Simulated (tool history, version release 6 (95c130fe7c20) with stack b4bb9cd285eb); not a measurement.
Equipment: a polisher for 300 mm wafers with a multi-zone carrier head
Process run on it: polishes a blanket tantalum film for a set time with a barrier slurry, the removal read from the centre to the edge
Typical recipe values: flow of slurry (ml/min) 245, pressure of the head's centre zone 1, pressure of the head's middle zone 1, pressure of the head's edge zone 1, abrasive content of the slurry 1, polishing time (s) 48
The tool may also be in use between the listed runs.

| run | hour | flow of slurry (ml/min) | pressure of the head's centre zone | pressure of the head's middle zone | pressure of the head's edge zone | abrasive content of the slurry | polishing time (s) | wafers since the last listed run | wafers polished on this pad | hours since the slurry nozzle was cleaned | hours since the centre zone pressure was calibrated | hours since the edge zone pressure was calibrated | hours since the carrier head's membrane was replaced | incoming thickness of the incoming film, nm | film removed at the wafer's centre (nm) | film removed at mid-radius (nm) | film removed at the wafer's edge (nm) |
|---|---|---|---|---|---|---|---|---|---|---|---|---|---|---|---|---|---|
| 1 | 0 | 245 | 1 | 1 | 1 | 1 | 48 | 0 | 1197 | 463.6 | 1110.1 | 848.9 | 265 | 247.9 | 58.5 | 59 | 62.1 |
| 2 | 49.6 | 245 | 1 | 1 | 1 | 1 | 48 | 525 | 1722 | 513.2 | 1159.7 | 898.5 | 314.6 | 253.5 | 58.4 | 61.7 | 61.5 |
|  | 74.5 | worn pad replaced by a new one |
|  | 75 | slurry nozzle cleaned |
| 3 | 107.8 | 245 | 1 | 1 | 1 | 1 | 48 | 568 | 347 | 32.8 | 1217.9 | 956.7 | 372.8 | 248.3 | 64.9 | 64.6 | 67.1 |
| 4 | 188.8 | 245 | 1 | 1 | 1 | 1 | 48 | 857 | 1204 | 113.8 | 1298.9 | 1037.7 | 453.8 | 249.1 | 62.1 | 63.7 | 65.3 |
|  | 250.9 | worn pad replaced by a new one |
| 5 | 295.4 | 245 | 1 | 1 | 1 | 1 | 48 | 1086 | 470 | 220.4 | 1405.5 | 1144.3 | 560.4 | 249.8 | 60.3 | 62.6 | 63.7 |
|  | 350 | centre zone pressure recalibrated |
| 6 | 385.6 | 245 | 1 | 1 | 1 | 1 | 48 | 934 | 1405 | 310.6 | 35.6 | 1234.5 | 650.6 | 249.5 | 60.1 | 61.4 | 62.2 |
|  | 431.8 | worn pad replaced by a new one |
| 7 | 461.2 | 245 | 1 | 1 | 1 | 1 | 48 | 758 | 311 | 386.2 | 111.2 | 1310.1 | 726.2 | 251.6 | 59.7 | 61 | 62.9 |
|  | 483.4 | edge zone pressure recalibrated |
|  | 515.3 | carrier head's membrane replaced by a new one |
| 8 | 518.4 | 330 | 1 | 1 | 1.06 | 1 | 48 | 531 | 843 | 443.4 | 168.4 | 35 | 3.1 | 251.1 | 62.9 | 63.9 | 67.1 |
|  | 534.8 | slurry nozzle cleaned |
|  | 597.1 | worn pad replaced by a new one |
| 9 | 615.5 | 245 | 1 | 1 | 1 | 1 | 48 | 975 | 195 | 80.7 | 265.5 | 132.1 | 100.2 | 249.2 | 63.4 | 64.8 | 65.6 |
| 10 | 656.6 | 270 | 1 | 1 | 1 | 1 | 52 | 435 | 630 | 121.8 | 306.6 | 173.2 | 141.3 | 249.3 | 68.6 | 69.4 | 71.7 |
| 11 | 715.6 | 245 | 1 | 1 | 1 | 1 | 48 | 624 | 1255 | 180.8 | 365.6 | 232.2 | 200.3 | 248.4 | 62.4 | 63.8 | 62.8 |
|  | 782.9 | worn pad replaced by a new one |
| 12 | 819.8 | 275 | 1 | 1 | 1 | 0.75 | 48 | 1061 | 391 | 285 | 469.8 | 336.4 | 304.5 | 250.8 | 53 | 54 | 57.6 |
| 13 | 895.8 | 245 | 1 | 1 | 1 | 0.9 | 48 | 804 | 1195 | 361 | 545.8 | 412.4 | 380.5 | 249.1 | 56.8 | 59.3 | 59.3 |
| 14 | 965.3 | 245 | 0.97 | 1 | 1.12 | 0.7 | 48 | 736 | 1932 | 430.5 | 615.3 | 481.9 | 450 | 244.3 | 48.3 | 51.1 | 54.8 |

Forecast each of these 3 alternatives for the next run:
| A | 965.7 | 245 | 1 | 1 | 1 | 1 | 32 | 4 | 1936 | 430.9 | 615.7 | 482.3 | 450.4 | 252.3 | ? | ? | ? |
| B | 965.7 | 330 | 1 | 1.12 | 1 | 1.2 | 48 | 4 | 1936 | 430.9 | 615.7 | 482.3 | 450.4 | 252.3 | ? | ? | ? |
| C | 965.7 | 275 | 1 | 1 | 1 | 1 | 48 | 4 | 1936 | 430.9 | 615.7 | 482.3 | 450.4 | 252.3 | ? | ? | ? |

| run | film removed at the wafer's centre (nm) | film removed at mid-radius (nm) | film removed at the wafer's edge (nm) |
|---|---|---|---|
| A | 39.4 | 41.5 | 41.7 |
| B | 67.1 | 75.5 | 69.2 |
| C | 60.7 | 63.7 | 63.6 |
What these runs would have given with no unlogged condition in the tool:
| run | film removed at the wafer's centre (nm) | film removed at mid-radius (nm) | film removed at the wafer's edge (nm) |
|---|---|---|---|
| A | 43.4 | 45.2 | 44.4 |
| B | 71.9 | 80.4 | 72.6 |
| C | 66.1 | 68.8 | 67.3 |
